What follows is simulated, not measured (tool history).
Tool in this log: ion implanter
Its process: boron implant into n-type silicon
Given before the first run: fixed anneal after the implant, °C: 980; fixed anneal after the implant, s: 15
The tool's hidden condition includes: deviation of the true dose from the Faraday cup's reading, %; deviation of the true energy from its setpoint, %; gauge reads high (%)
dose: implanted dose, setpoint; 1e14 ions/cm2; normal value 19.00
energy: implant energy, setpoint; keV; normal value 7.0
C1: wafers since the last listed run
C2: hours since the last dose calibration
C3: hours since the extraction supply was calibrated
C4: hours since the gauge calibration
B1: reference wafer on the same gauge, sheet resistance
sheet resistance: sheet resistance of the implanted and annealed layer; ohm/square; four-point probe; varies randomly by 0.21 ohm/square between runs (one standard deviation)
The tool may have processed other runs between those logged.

run 1 hour=0.0 | dose=19.00 energy=7.0 | C1=0 C2=1052.6 C3=4298.4 C4=404.5 | B1=128.04 | sheet_resistance=140.20
run 2 hour=17.8 | dose=19.00 energy=7.0 | C1=419 C2=1070.4 C3=4316.2 C4=422.3 | B1=127.97 | sheet_resistance=140.01
run 3 hour=46.1 | dose=21.45 energy=7.0 | C1=666 C2=1098.7 C3=4344.5 C4=450.6 | B1=128.04 | sheet_resistance=138.67
run 4 hour=68.7 | dose=21.45 energy=7.0 | C1=532 C2=1121.3 C3=4367.1 C4=473.2 | B1=128.08 | sheet_resistance=138.89
run 5 hour=103.1 | dose=20.94 energy=7.0 | C1=810 C2=1155.7 C3=4401.5 C4=507.6 | B1=127.96 | sheet_resistance=139.09
run 6 hour=123.0 | dose=20.94 energy=7.0 | C1=468 C2=1175.6 C3=4421.4 C4=527.5 | B1=127.97 | sheet_resistance=138.80
run 7 hour=139.3 | dose=19.00 energy=7.0 | C1=383 C2=1191.9 C3=4437.7 C4=543.8 | B1=127.99 | sheet_resistance=140.09
run 8 hour=166.1 | dose=19.00 energy=7.0 | C1=631 C2=1218.7 C3=4464.5 C4=570.6 | B1=127.95 | sheet_resistance=140.03
-- hour=184.9 extraction supply calibrated
run 9 hour=185.4 | dose=19.00 energy=7.0 | C1=266 C2=1238.0 C3=0.5 C4=589.9 | B1=127.98 | sheet_resistance=143.22
run 10 hour=199.7 | dose=19.00 energy=7.0 | C1=336 C2=1252.3 C3=14.8 C4=604.2 | B1=127.89 | sheet_resistance=142.80
run 11 hour=217.3 | dose=19.00 energy=7.0 | C1=414 C2=1269.9 C3=32.4 C4=621.8 | B1=127.88 | sheet_resistance=142.94
-- hour=230.0 Faraday cup replaced and dose calibrated
run 12 hour=230.4 | dose=19.00 energy=7.0 | C1=120 C2=0.4 C3=45.5 C4=634.9 | B1=127.95 | sheet_resistance=143.10
run 13 hour=245.3 | dose=21.95 energy=7.0 | C1=350 C2=15.3 C3=60.4 C4=649.8 | B1=128.00 | sheet_resistance=141.29
run 14 hour=258.8 | dose=16.04 energy=6.5 | C1=317 C2=28.8 C3=73.9 C4=663.3 | B1=128.02 | sheet_resistance=151.36
run 15 hour=288.4 | dose=23.19 energy=4.5 | C1=697 C2=58.4 C3=103.5 C4=692.9 | B1=127.98 | sheet_resistance=178.25
run 16 hour=306.2 | dose=20.62 energy=8.5 | C1=419 C2=76.2 C3=121.3 C4=710.7 | B1=127.99 | sheet_resistance=127.10
run 17 hour=335.3 | dose=19.00 energy=7.0 | C1=685 C2=105.3 C3=150.4 C4=739.8 | B1=127.97 | sheet_resistance=143.04
run 18 hour=361.5 | dose=17.18 energy=9.5 | C1=616 C2=131.5 C3=176.6 C4=766.0 | B1=128.01 | sheet_resistance=124.16
run 19 hour=377.1 | dose=14.79 energy=5.0 | C1=367 C2=147.1 C3=192.2 C4=781.6 | B1=127.97 | sheet_resistance=175.21
run 20 hour=400.8 | dose=23.78 energy=7.0 | C1=558 C2=170.8 C3=215.9 C4=805.3 | B1=127.99 | sheet_resistance=140.58
run 21 hour=420.1 | dose=19.00 energy=7.0 | C1=454 C2=190.1 C3=235.2 C4=824.6 | B1=127.98 | sheet_resistance=143.18
run 22 hour=443.1 | dose=19.00 energy=7.0 | C1=541 C2=213.1 C3=258.2 C4=847.6 | B1=128.01 | sheet_resistance=143.22
run 23 hour=471.5 | dose=20.94 energy=7.0 | C1=668 C2=241.5 C3=286.6 C4=876.0 | B1=127.94 | sheet_resistance=142.15
run 24 hour=486.0 | dose=15.36 energy=5.5 | C1=341 C2=256.0 C3=301.1 C4=890.5 | B1=128.07 | sheet_resistance=166.46
run 25 hour=514.3 | dose=19.00 energy=7.0 | C1=666 C2=284.3 C3=329.4 C4=918.8 | B1=128.01 | sheet_resistance=143.50
run 26 hour=542.1 | dose=21.25 energy=5.5 | C1=654 C2=312.1 C3=357.2 C4=946.6 | B1=128.03 | sheet_resistance=161.97
run 27 hour=566.0 | dose=15.89 energy=6.0 | C1=562 C2=336.0 C3=381.1 C4=970.5 | B1=128.02 | sheet_resistance=158.00
run 28 hour=582.3 | dose=13.82 energy=5.0 | C1=383 C2=352.3 C3=397.4 C4=986.8 | B1=128.09 | sheet_resistance=176.93
-- hour=587.2 gauge calibrated
run 29 hour=607.9 | dose=13.34 energy=5.0 | C1=602 C2=377.9 C3=423.0 C4=20.7 | B1=127.90 | sheet_resistance=177.85
run 30 hour=640.9 | dose=19.00 energy=7.0 | C1=777 C2=410.9 C3=456.0 C4=53.7 | B1=128.03 | sheet_resistance=142.92
run 31 hour=653.0 | dose=13.42 energy=5.0 | C1=284 C2=423.0 C3=468.1 C4=65.8 | B1=128.05 | sheet_resistance=177.80
run 32 hour=682.4 | dose=19.00 energy=5.0 | C1=692 C2=452.4 C3=497.5 C4=95.2 | B1=128.03 | sheet_resistance=170.85
run 33 hour=716.3 | dose=16.62 energy=8.5 | C1=798 C2=486.3 C3=531.4 C4=129.1 | B1=127.93 | sheet_resistance=131.84
run 34 hour=810.5 | dose=15.12 energy=7.0 | C1=2218 C2=580.5 C3=625.6 C4=223.3 | B1=127.99 | sheet_resistance=147.34
run 35 hour=827.6 | dose=16.99 energy=9.5 | C1=402 C2=597.6 C3=642.7 C4=240.4 | B1=127.97 | sheet_resistance=124.55
run 36 hour=840.4 | dose=21.37 energy=6.0 | C1=301 C2=610.4 C3=655.5 C4=253.2 | B1=128.01 | sheet_resistance=154.02

Table of differences, measured result less the result of that run with no hidden state. Run-to-run variation is the same in both. Gauge scatter possibly is not:
run=1 sheet_resistance=-3.01
run=2 sheet_resistance=-3.03
run=3 sheet_resistance=-3.19
run=4 sheet_resistance=-3.22
run=5 sheet_resistance=-3.23
run=6 sheet_resistance=-3.25
run=7 sheet_resistance=-3.17
run=8 sheet_resistance=-3.19
run=9 sheet_resistance=-0.25
run=10 sheet_resistance=-0.24
run=11 sheet_resistance=-0.24
run=12 sheet_resistance=-0.25
run=13 sheet_resistance=-0.25
run=14 sheet_resistance=-0.24
run=15 sheet_resistance=-0.26
run=16 sheet_resistance=-0.22
run=17 sheet_resistance=-0.25
run=18 sheet_resistance=-0.18
run=19 sheet_resistance=-0.29
run=20 sheet_resistance=-0.26
run=21 sheet_resistance=-0.25
run=22 sheet_resistance=-0.25
run=23 sheet_resistance=-0.26
run=24 sheet_resistance=-0.28
run=25 sheet_resistance=-0.26
run=26 sheet_resistance=-0.29
run=27 sheet_resistance=-0.27
run=28 sheet_resistance=-0.32
run=29 sheet_resistance=-0.32
run=30 sheet_resistance=-0.27
run=31 sheet_resistance=-0.33
run=32 sheet_resistance=-0.31
run=33 sheet_resistance=-0.23
run=34 sheet_resistance=-0.28
run=35 sheet_resistance=-0.23
run=36 sheet_resistance=-0.33
